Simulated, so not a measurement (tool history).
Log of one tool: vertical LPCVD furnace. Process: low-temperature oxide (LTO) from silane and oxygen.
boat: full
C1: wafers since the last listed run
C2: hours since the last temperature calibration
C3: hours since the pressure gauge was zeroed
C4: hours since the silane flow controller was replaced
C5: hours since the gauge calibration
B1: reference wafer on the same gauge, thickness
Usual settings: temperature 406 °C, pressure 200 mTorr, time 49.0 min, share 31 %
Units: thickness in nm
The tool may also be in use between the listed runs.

run 1 hour=0.0 | temperature=406 pressure=200 time=49.0 share=31 | C1=0 C2=640.4 C3=678.0 C4=5240.2 C5=1970.2 | B1=318.22 | thickness=304.18
run 2 hour=85.3 | temperature=406 pressure=200 time=49.0 share=31 | C1=1138 C2=725.7 C3=763.3 C4=5325.5 C5=2055.5 | B1=317.76 | thickness=304.70
run 3 hour=128.5 | temperature=406 pressure=200 time=49.0 share=31 | C1=576 C2=768.9 C3=806.5 C4=5368.7 C5=2098.7 | B1=318.05 | thickness=303.55
run 4 hour=345.3 | temperature=406 pressure=200 time=49.0 share=31 | C1=2892 C2=985.7 C3=1023.3 C4=5585.5 C5=2315.5 | B1=317.91 | thickness=304.06
run 5 hour=418.1 | temperature=406 pressure=200 time=49.0 share=31 | C1=971 C2=1058.5 C3=1096.1 C4=5658.3 C5=2388.3 | B1=317.39 | thickness=304.79
run 6 hour=503.0 | temperature=406 pressure=200 time=49.0 share=31 | C1=1132 C2=1143.4 C3=1181.0 C4=5743.2 C5=2473.2 | B1=318.03 | thickness=301.91
run 7 hour=596.9 | temperature=406 pressure=200 time=49.0 share=31 | C1=1252 C2=1237.3 C3=1274.9 C4=5837.1 C5=2567.1 | B1=318.34 | thickness=301.83
-- hour=693.0 silane flow controller replaced
run 8 hour=693.5 | temperature=406 pressure=200 time=49.0 share=31 | C1=968 C2=1333.9 C3=1371.5 C4=0.5 C5=2663.7 | B1=317.89 | thickness=311.78
run 9 hour=774.3 | temperature=406 pressure=220 time=40.5 share=37 | C1=1078 C2=1414.7 C3=1452.3 C4=81.3 C5=2744.5 | B1=317.91 | thickness=360.67
run 10 hour=839.2 | temperature=399 pressure=185 time=49.0 share=37 | C1=866 C2=1479.6 C3=1517.2 C4=146.2 C5=2809.4 | B1=318.16 | thickness=339.37
run 11 hour=885.8 | temperature=406 pressure=215 time=49.0 share=31 | C1=621 C2=1526.2 C3=1563.8 C4=192.8 C5=2856.0 | B1=317.63 | thickness=334.87
run 12 hour=968.1 | temperature=406 pressure=200 time=49.0 share=31 | C1=1098 C2=1608.5 C3=1646.1 C4=275.1 C5=2938.3 | B1=317.85 | thickness=311.93
run 13 hour=1043.6 | temperature=406 pressure=200 time=49.0 share=31 | C1=1007 C2=1684.0 C3=1721.6 C4=350.6 C5=3013.8 | B1=318.40 | thickness=309.79
run 14 hour=1114.9 | temperature=406 pressure=200 time=39.5 share=27 | C1=951 C2=1755.3 C3=1792.9 C4=421.9 C5=3085.1 | B1=318.12 | thickness=202.95
run 15 hour=1216.9 | temperature=406 pressure=200 time=63.0 share=31 | C1=1361 C2=1857.3 C3=1894.9 C4=523.9 C5=3187.1 | B1=317.83 | thickness=396.76
run 16 hour=1324.7 | temperature=406 pressure=200 time=49.0 share=31 | C1=1438 C2=1965.1 C3=2002.7 C4=631.7 C5=3294.9 | B1=317.95 | thickness=308.24
-- hour=1372.4 pressure gauge zeroed
-- hour=1404.7 gauge calibrated
-- hour=1416.7 thermocouples replaced and temperature profile calibrated
run 17 hour=1431.7 | temperature=395 pressure=170 time=49.0 share=34 | C1=787 C2=15.0 C3=59.3 C4=738.7 C5=27.0 | B1=317.85 | thickness=266.60
run 18 hour=1484.3 | temperature=395 pressure=200 time=65.0 share=27 | C1=701 C2=67.6 C3=111.9 C4=791.3 C5=79.6 | B1=317.61 | thickness=294.12
run 19 hour=1537.0 | temperature=406 pressure=180 time=61.5 share=31 | C1=703 C2=120.3 C3=164.6 C4=844.0 C5=132.3 | B1=317.89 | thickness=350.54
run 20 hour=1610.4 | temperature=406 pressure=200 time=49.0 share=35 | C1=979 C2=193.7 C3=238.0 C4=917.4 C5=205.7 | B1=318.04 | thickness=368.05
run 21 hour=1691.3 | temperature=406 pressure=200 time=61.5 share=31 | C1=1079 C2=274.6 C3=318.9 C4=998.3 C5=286.6 | B1=318.19 | thickness=389.21
run 22 hour=1770.1 | temperature=395 pressure=200 time=49.0 share=28 | C1=1051 C2=353.4 C3=397.7 C4=1077.1 C5=365.4 | B1=317.67 | thickness=233.55
run 23 hour=1831.0 | temperature=416 pressure=200 time=56.0 share=31 | C1=812 C2=414.3 C3=458.6 C4=1138.0 C5=426.3 | B1=318.03 | thickness=396.38
run 24 hour=1933.8 | temperature=406 pressure=200 time=49.0 share=31 | C1=1371 C2=517.1 C3=561.4 C4=1240.8 C5=529.1 | B1=317.81 | thickness=308.50
run 25 hour=1994.0 | temperature=406 pressure=215 time=62.0 share=34 | C1=803 C2=577.3 C3=621.6 C4=1301.0 C5=589.3 | B1=317.89 | thickness=478.72
run 26 hour=2039.4 | temperature=416 pressure=215 time=64.5 share=35 | C1=605 C2=622.7 C3=667.0 C4=1346.4 C5=634.7 | B1=318.21 | thickness=573.81
run 27 hour=2120.2 | temperature=413 pressure=200 time=40.0 share=31 | C1=1078 C2=703.5 C3=747.8 C4=1427.2 C5=715.5 | B1=318.58 | thickness=272.50
run 28 hour=2161.6 | temperature=406 pressure=240 time=49.0 share=31 | C1=552 C2=744.9 C3=789.2 C4=1468.6 C5=756.9 | B1=318.46 | thickness=370.74
run 29 hour=2255.7 | temperature=406 pressure=200 time=42.5 share=31 | C1=1255 C2=839.0 C3=883.3 C4=1562.7 C5=851.0 | B1=317.94 | thickness=267.29
run 30 hour=2335.1 | temperature=406 pressure=245 time=32.0 share=31 | C1=1059 C2=918.4 C3=962.7 C4=1642.1 C5=930.4 | B1=317.91 | thickness=244.61
run 31 hour=2436.5 | temperature=395 pressure=245 time=49.0 share=31 | C1=1353 C2=1019.8 C3=1064.1 C4=1743.5 C5=1031.8 | B1=317.89 | thickness=330.72

Forecast each of these 4 alternatives for the next run:
run A hour=2440.7 | temperature=406 pressure=200 time=49.0 share=31 | C1=56 C2=1024.0 C3=1068.3 C4=1747.7 C5=1036.0 | B1=? | thickness=?
run B hour=2440.7 | temperature=398 pressure=240 time=33.0 share=35 | C1=56 C2=1024.0 C3=1068.3 C4=1747.7 C5=1036.0 | B1=? | thickness=?
run C hour=2440.7 | temperature=417 pressure=170 time=36.0 share=29 | C1=56 C2=1024.0 C3=1068.3 C4=1747.7 C5=1036.0 | B1=? | thickness=?
run D hour=2440.7 | temperature=411 pressure=200 time=49.0 share=31 | C1=56 C2=1024.0 C3=1068.3 C4=1747.7 C5=1036.0 | B1=? | thickness=?

run=A B1=318.04 thickness=307.47
run=B B1=318.04 thickness=269.43
run=C B1=318.04 thickness=197.01
run=D B1=318.04 thickness=325.63
Without the tool's hidden state the same runs would have given:
run=A thickness=320.16
run=B thickness=279.02
run=C thickness=205.99
run=D thickness=339.00
